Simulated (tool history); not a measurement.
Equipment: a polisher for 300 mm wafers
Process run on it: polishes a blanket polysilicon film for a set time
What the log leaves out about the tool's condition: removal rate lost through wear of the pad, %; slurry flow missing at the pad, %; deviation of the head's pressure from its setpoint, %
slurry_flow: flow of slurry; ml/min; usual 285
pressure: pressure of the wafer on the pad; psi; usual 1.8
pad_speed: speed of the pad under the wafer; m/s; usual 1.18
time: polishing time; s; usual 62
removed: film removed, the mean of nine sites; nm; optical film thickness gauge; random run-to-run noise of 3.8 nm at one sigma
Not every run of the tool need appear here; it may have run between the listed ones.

run    hour  slurry_flow  pressure  pad_speed  time  wafers since the last listed run  wafers polished on this pad  hours since the slurry nozzle was cleaned  hours since the head pressure was calibrated  incoming thickness of the incoming film, nm  removed
  1     0.0          310       1.8       1.28    62                                 0                         1963                                      311.9                                         718.5                                       1123.9    508.4
  2    68.2          285       1.8       1.18    62                               462                         2425                                      380.1                                         786.7                                       1102.0    477.6
  3   123.4          285       1.8       1.18    62                               374                         2800                                      435.3                                         841.9                                       1121.1    469.2
  4   190.2          285       1.8       1.18    62                               453                         3254                                      502.1                                         908.7                                       1128.0    466.7
      237.2  -- worn pad replaced by a new one
  5   260.3          285       1.8       1.18    62                               448                          156                                      572.2                                         978.8                                       1113.9    469.6
      297.3  -- slurry nozzle cleaned
  6   319.8          285       1.8       1.18    62                               397                          553                                       22.5                                        1038.3                                       1133.8    470.2
  7   389.0          285       1.8       1.18    62                               469                         1023                                       91.7                                        1107.5                                       1123.2    474.7
  8   432.9          285       1.8       1.18    62                               297                         1321                                      135.6                                        1151.4                                       1112.0    471.9
  9   465.6          285       1.4       1.18    62                               221                         1543                                      168.3                                        1184.1                                       1113.7    378.4
 10   518.8          285       1.4       1.18    62                               361                         1904                                      221.5                                        1237.3                                       1119.1    379.5
 11   564.7          285       1.4       1.18    62                               311                         2215                                      267.4                                        1283.2                                       1124.2    373.1
 12   615.0          285       1.8       1.18    62                               341                         2557                                      317.7                                        1333.5                                       1118.6    460.9
 13   656.8          285       1.8       1.18    62                               283                         2840                                      359.5                                        1375.3                                       1134.2    459.4
      668.5  -- head pressure recalibrated
      676.9  -- worn pad replaced by a new one
 14   716.1          315       1.6       1.18    62                               361                          265                                      418.8                                          47.6                                       1133.1    426.9
 15   756.1          255       1.8       1.18    62                               271                          537                                      458.8                                          87.6                                       1108.6    468.8
 16   797.8          285       2.1       1.18    62                               283                          820                                      500.5                                         129.3                                       1122.0    534.5
      815.1  -- slurry nozzle cleaned
 17   848.9          285       1.6       1.00    62                               340                         1160                                       33.8                                         180.4                                       1111.7    359.0
 18   900.2          285       1.8       1.18    46                               348                         1508                                       85.1                                         231.7                                       1123.8    345.9
 19   952.4          285       1.8       1.36    62                               354                         1862                                      137.3                                         283.9                                       1111.8    539.2
 20  1016.3          245       1.8       1.18    62                               433                         2296                                      201.2                                         347.8                                       1109.2    470.2
 21  1040.5          285       1.8       1.18    77                               164                         2460                                      225.4                                         372.0                                       1125.5    587.5
     1086.0  -- worn pad replaced by a new one
 22  1106.6          250       1.8       1.18    81                               421                          139                                      291.5                                         438.1                                       1123.8    608.7
 23  1139.6          285       1.8       1.18    62                               223                          363                                      324.5                                         471.1                                       1132.0    469.5
 24  1183.4          285       2.2       1.18    62                               297                          661                                      368.3                                         514.9                                       1142.7    555.7
 25  1226.8          320       1.8       1.18    79                               294                          955                                      411.7                                         558.3                                       1101.1    599.0
 26  1294.1          285       1.8       1.54    62                               456                         1412                                      479.0                                         625.6                                       1130.9    598.4
 27  1334.9          320       2.3       0.90    62                               276                         1689                                      519.8                                         666.4                                       1128.1    467.0
 28  1395.8          330       2.0       1.02    55                               413                         2102                                      580.7                                         727.3                                       1106.7    406.9
     1436.8  -- slurry nozzle cleaned
 29  1449.4          285       1.8       1.18    62                               357                         2459                                       12.6                                         780.9                                       1109.3    464.6
     1508.7  -- worn pad replaced by a new one
 30  1513.3          285       2.2       1.18    62                               406                           31                                       76.5                                         844.8                                       1095.1    557.7
 31  1541.5          285       2.1       1.18    76                               191                          222                                      104.7                                         873.0                                       1111.8    662.0
 32  1605.0          310       1.8       1.28    62                               431                          653                                      168.2                                         936.5                                       1125.7    498.0
 33  1653.6          240       2.3       0.88    68                               329                          983                                      216.8                                         985.1                                       1115.0    479.2
 34  1863.8          285       1.8       1.34    62                              1426                         2410                                      427.0                                        1195.3                                       1118.2    528.2
 35  1909.9          380       1.8       1.34    74                               312                         2723                                      473.1                                        1241.4                                       1120.4    638.1
     1917.2  -- head pressure recalibrated
 36  1949.8          245       2.3       1.18    62                               257                         2980                                      513.0                                          32.6                                       1126.7    575.2
     1977.0  -- worn pad replaced by a new one
 37  1996.4          285       1.8       1.18    62                               289                          131                                      559.6                                          79.2                                       1128.2    469.6

Predict each of these 4 candidate next runs independently; none follows another, all start after run 37:
  A  1996.8          285       1.8       1.18    62                                 2                          134                                      560.0                                          79.6                                       1114.3        ?
  B  1996.8          285       1.8       0.84    54                                 2                          134                                      560.0                                          79.6                                       1114.3        ?
  C  1996.8          285       2.1       1.50    62                                 2                          134                                      560.0                                          79.6                                       1114.3        ?
  D  1996.8          285       2.4       1.18    49                                 2                          134                                      560.0                                          79.6                                       1114.3        ?

run  removed
  A    463.9
  B    298.4
  C    665.0
  D    476.8
With no hidden state in the tool, these same runs would have given:
run  removed
  A    463.9
  B    298.4
  C    665.0
  D    476.8
